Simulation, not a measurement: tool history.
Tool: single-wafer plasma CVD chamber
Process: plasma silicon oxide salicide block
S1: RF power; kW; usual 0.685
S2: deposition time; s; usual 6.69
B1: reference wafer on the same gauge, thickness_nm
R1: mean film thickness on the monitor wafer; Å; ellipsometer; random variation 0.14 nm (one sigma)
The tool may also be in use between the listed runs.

run,hour,S1,S2,B1,R1
1,0,0.685,7.42,53.324,666.25
2,61.4,0.685,7.42,53.317,667.68
3,118.9,0.685,6.69,53.3,600.52
4,173.9,0.6,6.69,53.304,577.02
5,206.6,0.6,6.69,53.261,581.03
6,299.5,0.6,6.69,53.31,577.6
7,332.1,0.685,6.69,53.285,595.83
# hour 370.8: gauge calibrated
8,373.4,0.77,6.69,53.308,618.13
# hour 443.8: RF generator calibrated
9,444.3,0.77,6.69,53.26,632.44
# hour 459.1: showerhead replaced, of another model than before
10,502.9,0.77,6.69,53.307,626.13
11,536.8,0.55,7.82,53.28,690.39
12,603.5,0.685,6.09,53.291,556.57
13,642.2,0.81,7.08,53.298,664.75
14,713.1,0.685,6.13,53.301,559.64
15,779.8,0.685,7.42,53.314,678.31
16,946.6,0.62,5.55,53.251,498.4
17,989.4,0.72,6.29,53.261,578.67
# hour 995.9: gauge calibrated
18,1050.1,0.78,7.13,53.326,665.54
19,1076.2,0.81,5.37,53.291,505.2
20,1131.3,0.685,6.69,53.307,610.47

What the log doesn't show, run by run:
gauge reads high (%): 0 in every run
H1: delivered RF power above the setpoint (%)
run,H1
1,-6.47
2,-6.67
3,-6.86
4,-7.04
5,-7.15
6,-7.46
7,-7.57
8,-7.71
9,-0.0808
10,-0.276
11,-0.388
12,-0.61
13,-0.739
14,-0.974
15,-1.2
16,-1.75
17,-1.89
18,-2.09
19,-2.18
20,-2.36
